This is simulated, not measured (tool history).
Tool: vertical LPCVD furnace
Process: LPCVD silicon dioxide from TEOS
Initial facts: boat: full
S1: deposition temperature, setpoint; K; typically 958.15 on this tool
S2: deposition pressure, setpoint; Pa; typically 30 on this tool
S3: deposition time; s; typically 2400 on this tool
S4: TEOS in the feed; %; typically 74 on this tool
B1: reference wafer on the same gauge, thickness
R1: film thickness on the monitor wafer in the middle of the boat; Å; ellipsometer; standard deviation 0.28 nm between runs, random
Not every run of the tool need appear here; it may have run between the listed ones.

run	hour	S1	S2	S3	S4	B1	R1
1	0	958.15	25.3	2400	74	159.01	1772.5
2	66.2	958.15	25.3	2400	74	158.92	1773.6
3	171.3	958.15	30	2400	83	158.96	2032.8
4	262.5	958.15	30	1980	74	159.06	1582.6
# hour 510.7: pressure gauge zeroed
# hour 588.6: thermocouples replaced and temperature profile calibrated
5	589.1	958.15	30	2400	74	159	1874.1
6	659.5	958.15	30	2400	74	159.06	1875.7
# hour 722.5: gauge calibrated
7	745.9	958.15	30	2400	74	159.01	1877.8
8	841.5	966.15	30	1860	67	158.98	1675.5
# hour 930.3: TEOS flow controller replaced
9	942.2	961.15	30	2400	66	159.08	1901.1
10	989.1	958.15	30	3270	74	159.05	2556.2
11	1077.1	949.15	27.3	2400	74	158.91	1444.7
12	1160.1	955.15	34.7	1800	64	158.93	1315.1
13	1229	955.15	34.7	1800	64	159.01	1313.4
14	1322.4	958.15	28	2640	74	159.07	2000.7
15	1388	958.15	30	2400	74	158.98	1878.9

Branching from run 15: 4 alternative next runs. What would each branch give?
A	1393.2	958.15	30	2100	74	?	?
B	1393.2	967.15	37.3	2100	84	?	?
C	1393.2	950.15	24.7	2400	74	?	?
D	1393.2	947.15	30	1680	74	?	?

run	B1	R1
A	158.96	1650
B	158.96	2426.2
C	158.96	1410.6
D	158.96	1010.6
The same runs, with their run-to-run variation unchanged, on a tool lacking any hidden condition would have given:
run	R1
A	1636.5
B	2409.1
C	1397.4
D	1002.3

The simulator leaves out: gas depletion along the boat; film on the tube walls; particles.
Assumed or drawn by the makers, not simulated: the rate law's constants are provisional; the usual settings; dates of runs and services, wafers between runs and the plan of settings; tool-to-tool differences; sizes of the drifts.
